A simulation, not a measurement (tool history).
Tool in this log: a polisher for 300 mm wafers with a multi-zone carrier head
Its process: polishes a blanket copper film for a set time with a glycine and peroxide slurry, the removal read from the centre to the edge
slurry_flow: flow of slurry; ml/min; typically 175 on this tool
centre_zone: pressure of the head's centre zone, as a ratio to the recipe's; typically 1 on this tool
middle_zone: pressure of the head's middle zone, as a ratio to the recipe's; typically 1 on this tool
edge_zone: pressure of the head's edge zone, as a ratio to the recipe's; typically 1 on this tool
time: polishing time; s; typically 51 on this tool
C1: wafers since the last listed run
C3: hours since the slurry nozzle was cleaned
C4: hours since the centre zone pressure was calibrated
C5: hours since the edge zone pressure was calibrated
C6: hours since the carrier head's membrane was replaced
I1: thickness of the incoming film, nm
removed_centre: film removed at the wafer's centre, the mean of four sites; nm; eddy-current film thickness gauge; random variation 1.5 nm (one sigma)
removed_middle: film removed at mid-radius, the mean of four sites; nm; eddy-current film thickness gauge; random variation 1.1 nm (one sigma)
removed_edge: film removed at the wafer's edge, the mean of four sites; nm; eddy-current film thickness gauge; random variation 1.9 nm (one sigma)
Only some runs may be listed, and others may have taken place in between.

{"run": 1, "hour": 0.0, "slurry_flow": 230, "centre_zone": 0.95, "middle_zone": 1, "edge_zone": 0.93, "time": 43, "C1": 0, "wafers polished on this pad": 3025, "C3": 18.5, "C4": 223, "C5": 387.5, "C6": 857.8, "I1": 1266.7, "removed_centre": 136.5, "removed_middle": 144.7, "removed_edge": 139.2}
{"run": 2, "hour": 24.6, "slurry_flow": 160, "centre_zone": 1, "middle_zone": 0.89, "edge_zone": 1, "time": 62, "C1": 335, "wafers polished on this pad": 3361, "C3": 43.1, "C4": 247.6, "C5": 412.1, "C6": 882.4, "I1": 1254.5, "removed_centre": 194.7, "removed_middle": 184.8, "removed_edge": 197}
{"run": 3, "hour": 45.8, "slurry_flow": 175, "centre_zone": 1, "middle_zone": 1.04, "edge_zone": 1, "time": 51, "C1": 289, "wafers polished on this pad": 3650, "C3": 64.3, "C4": 268.8, "C5": 433.3, "C6": 903.6, "I1": 1242.8, "removed_centre": 160.9, "removed_middle": 171.6, "removed_edge": 160.2}
{"hour": 61.3, "done": "worn pad replaced by a new one"}
{"run": 4, "hour": 80.1, "slurry_flow": 175, "centre_zone": 1, "middle_zone": 1, "edge_zone": 1.08, "time": 41, "C1": 413, "wafers polished on this pad": 256, "C3": 98.6, "C4": 303.1, "C5": 467.6, "C6": 937.9, "I1": 1264.3, "removed_centre": 130.4, "removed_middle": 131.7, "removed_edge": 135.6}
{"hour": 114.4, "done": "edge zone pressure recalibrated"}
{"run": 5, "hour": 115.0, "slurry_flow": 130, "centre_zone": 0.89, "middle_zone": 1, "edge_zone": 1.07, "time": 51, "C1": 448, "wafers polished on this pad": 704, "C3": 133.5, "C4": 338, "C5": 0.6, "C6": 972.8, "I1": 1258.3, "removed_centre": 137.1, "removed_middle": 158.7, "removed_edge": 160.6}
{"run": 6, "hour": 143.3, "slurry_flow": 150, "centre_zone": 1, "middle_zone": 1.07, "edge_zone": 0.89, "time": 60, "C1": 385, "wafers polished on this pad": 1090, "C3": 161.8, "C4": 366.3, "C5": 28.9, "C6": 1001.1, "I1": 1264.5, "removed_centre": 187.1, "removed_middle": 197.9, "removed_edge": 183.2}
{"run": 7, "hour": 172.1, "slurry_flow": 205, "centre_zone": 1.05, "middle_zone": 0.97, "edge_zone": 1, "time": 40, "C1": 392, "wafers polished on this pad": 1482, "C3": 190.6, "C4": 395.1, "C5": 57.7, "C6": 1029.9, "I1": 1256.3, "removed_centre": 136.7, "removed_middle": 129.3, "removed_edge": 127.4}
{"hour": 207.5, "done": "carrier head's membrane replaced by a new one"}
{"run": 8, "hour": 226.7, "slurry_flow": 175, "centre_zone": 1, "middle_zone": 1.03, "edge_zone": 1, "time": 65, "C1": 676, "wafers polished on this pad": 2159, "C3": 245.2, "C4": 449.7, "C5": 112.3, "C6": 19.2, "I1": 1238.8, "removed_centre": 208.6, "removed_middle": 216.1, "removed_edge": 204.6}
{"run": 9, "hour": 256.6, "slurry_flow": 145, "centre_zone": 1, "middle_zone": 0.89, "edge_zone": 1.07, "time": 66, "C1": 407, "wafers polished on this pad": 2566, "C3": 275.1, "C4": 479.6, "C5": 142.2, "C6": 49.1, "I1": 1251.3, "removed_centre": 204.3, "removed_middle": 189.5, "removed_edge": 210.3}
{"run": 10, "hour": 276.3, "slurry_flow": 175, "centre_zone": 1, "middle_zone": 1, "edge_zone": 1, "time": 51, "C1": 268, "wafers polished on this pad": 2835, "C3": 294.8, "C4": 499.3, "C5": 161.9, "C6": 68.8, "I1": 1241.2, "removed_centre": 162.2, "removed_middle": 163.7, "removed_edge": 164.3}
{"hour": 304.5, "done": "worn pad replaced by a new one"}
{"run": 11, "hour": 307.4, "slurry_flow": 175, "centre_zone": 1, "middle_zone": 1, "edge_zone": 1, "time": 51, "C1": 369, "wafers polished on this pad": 38, "C3": 325.9, "C4": 530.4, "C5": 193, "C6": 99.9, "I1": 1266.4, "removed_centre": 161.4, "removed_middle": 165, "removed_edge": 165}
{"run": 12, "hour": 335.9, "slurry_flow": 175, "centre_zone": 1, "middle_zone": 1, "edge_zone": 1, "time": 51, "C1": 388, "wafers polished on this pad": 427, "C3": 354.4, "C4": 558.9, "C5": 221.5, "C6": 128.4, "I1": 1240.3, "removed_centre": 160.1, "removed_middle": 164.1, "removed_edge": 161.4}
{"run": 13, "hour": 358.0, "slurry_flow": 175, "centre_zone": 0.88, "middle_zone": 0.91, "edge_zone": 1, "time": 57, "C1": 301, "wafers polished on this pad": 728, "C3": 376.5, "C4": 581, "C5": 243.6, "C6": 150.5, "I1": 1233.3, "removed_centre": 159.9, "removed_middle": 171.8, "removed_edge": 181.6}
{"run": 14, "hour": 377.7, "slurry_flow": 175, "centre_zone": 1, "middle_zone": 0.95, "edge_zone": 0.94, "time": 51, "C1": 268, "wafers polished on this pad": 997, "C3": 396.2, "C4": 600.7, "C5": 263.3, "C6": 170.2, "I1": 1244.5, "removed_centre": 162.1, "removed_middle": 158.8, "removed_edge": 157.2}
{"run": 15, "hour": 403.2, "slurry_flow": 155, "centre_zone": 1, "middle_zone": 0.94, "edge_zone": 0.92, "time": 40, "C1": 347, "wafers polished on this pad": 1344, "C3": 421.7, "C4": 626.2, "C5": 288.8, "C6": 195.7, "I1": 1255.1, "removed_centre": 124.8, "removed_middle": 119.9, "removed_edge": 122.4}
{"run": 16, "hour": 434.6, "slurry_flow": 175, "centre_zone": 1, "middle_zone": 0.9, "edge_zone": 1, "time": 51, "C1": 428, "wafers polished on this pad": 1772, "C3": 453.1, "C4": 657.6, "C5": 320.2, "C6": 227.1, "I1": 1266.8, "removed_centre": 161.1, "removed_middle": 153.5, "removed_edge": 159.9}
{"run": 17, "hour": 456.3, "slurry_flow": 175, "centre_zone": 1, "middle_zone": 0.95, "edge_zone": 1, "time": 38, "C1": 295, "wafers polished on this pad": 2068, "C3": 474.8, "C4": 679.3, "C5": 341.9, "C6": 248.8, "I1": 1258.6, "removed_centre": 120.3, "removed_middle": 118.6, "removed_edge": 119.2}
{"run": 18, "hour": 470.7, "slurry_flow": 145, "centre_zone": 0.9, "middle_zone": 1, "edge_zone": 1, "time": 51, "C1": 196, "wafers polished on this pad": 2265, "C3": 489.2, "C4": 693.7, "C5": 356.3, "C6": 263.2, "I1": 1244.8, "removed_centre": 141.4, "removed_middle": 158.5, "removed_edge": 160.6}
{"hour": 493.1, "done": "centre zone pressure recalibrated"}
{"run": 19, "hour": 494.7, "slurry_flow": 175, "centre_zone": 1, "middle_zone": 1, "edge_zone": 1, "time": 51, "C1": 299, "wafers polished on this pad": 2565, "C3": 513.2, "C4": 1.6, "C5": 380.3, "C6": 287.2, "I1": 1240.9, "removed_centre": 159.6, "removed_middle": 162.3, "removed_edge": 161.9}
{"run": 20, "hour": 530.0, "slurry_flow": 175, "centre_zone": 1.07, "middle_zone": 1, "edge_zone": 1, "time": 67, "C1": 481, "wafers polished on this pad": 3046, "C3": 548.5, "C4": 36.9, "C5": 415.6, "C6": 322.5, "I1": 1246, "removed_centre": 223.4, "removed_middle": 213.7, "removed_edge": 216.3}
{"hour": 534.6, "done": "edge zone pressure recalibrated"}
{"hour": 569.0, "done": "worn pad replaced by a new one"}
{"run": 21, "hour": 569.5, "slurry_flow": 175, "centre_zone": 1, "middle_zone": 1, "edge_zone": 1, "time": 51, "C1": 456, "wafers polished on this pad": 7, "C3": 588, "C4": 76.4, "C5": 34.9, "C6": 362, "I1": 1239.1, "removed_centre": 159.1, "removed_middle": 163, "removed_edge": 159.8}
{"run": 22, "hour": 584.6, "slurry_flow": 205, "centre_zone": 0.9, "middle_zone": 1, "edge_zone": 1.06, "time": 65, "C1": 205, "wafers polished on this pad": 213, "C3": 603.1, "C4": 91.5, "C5": 50, "C6": 377.1, "I1": 1243.3, "removed_centre": 189.3, "removed_middle": 211.9, "removed_edge": 214.2}
{"run": 23, "hour": 600.9, "slurry_flow": 175, "centre_zone": 0.96, "middle_zone": 1, "edge_zone": 0.93, "time": 51, "C1": 222, "wafers polished on this pad": 435, "C3": 619.4, "C4": 107.8, "C5": 66.3, "C6": 393.4, "I1": 1252.5, "removed_centre": 152.2, "removed_middle": 162.8, "removed_edge": 156.4}

Hidden state at the last listed run before each entry between runs and at the first one after, where it differs:
Logged between run 3 and run 4: worn pad replaced by a new one (hour 61.3)
  slurry flow missing at the pad, %: 0.241 -> 0.442
  measured less the result without the state, removed_centre: -0.1 -> -0.1 nm; removed_middle: -0.1 -> -0.1 nm; removed_edge: -0.1 -> -0.1 nm
Logged between run 4 and run 5: edge zone pressure recalibrated (hour 114.4)
  slurry flow missing at the pad, %: 0.442 -> 0.733
  measured less the result without the state, removed_centre: -0.1 -> -0.2 nm; removed_middle: -0.1 -> -0.2 nm; removed_edge: -0.1 -> -0.2 nm
Logged between run 7 and run 8: carrier head's membrane replaced by a new one (hour 207.5)
  slurry flow missing at the pad, %: 1.4 -> 2.25
  measured less the result without the state, removed_centre: -0.3 -> -0.8 nm; removed_middle: -0.2 -> -0.8 nm; removed_edge: -0.1 -> -0.6 nm
Logged between run 10 and run 11: worn pad replaced by a new one (hour 304.5)
  slurry flow missing at the pad, %: 3.21 -> 3.9
  measured less the result without the state, removed_centre: -0.9 -> -1.2 nm; removed_middle: -0.8 -> -1.1 nm; removed_edge: -0.6 -> -0.8 nm
Logged between run 18 and run 19: centre zone pressure recalibrated (hour 493.1)
  slurry flow missing at the pad, %: 8.68 -> 9.54
  measured less the result without the state, removed_centre: -2.8 -> -2.9 nm; removed_middle: -2.8 -> -2.6 nm; removed_edge: -2 -> -1.9 nm
Logged between run 20 and run 21: edge zone pressure recalibrated (hour 534.6); worn pad replaced by a new one (hour 569)
  slurry flow missing at the pad, %: 10.9 -> 12.5
  measured less the result without the state, removed_centre: -4.8 -> -3.9 nm; removed_middle: -4.1 -> -3.6 nm; removed_edge: -3 -> -2.5 nm

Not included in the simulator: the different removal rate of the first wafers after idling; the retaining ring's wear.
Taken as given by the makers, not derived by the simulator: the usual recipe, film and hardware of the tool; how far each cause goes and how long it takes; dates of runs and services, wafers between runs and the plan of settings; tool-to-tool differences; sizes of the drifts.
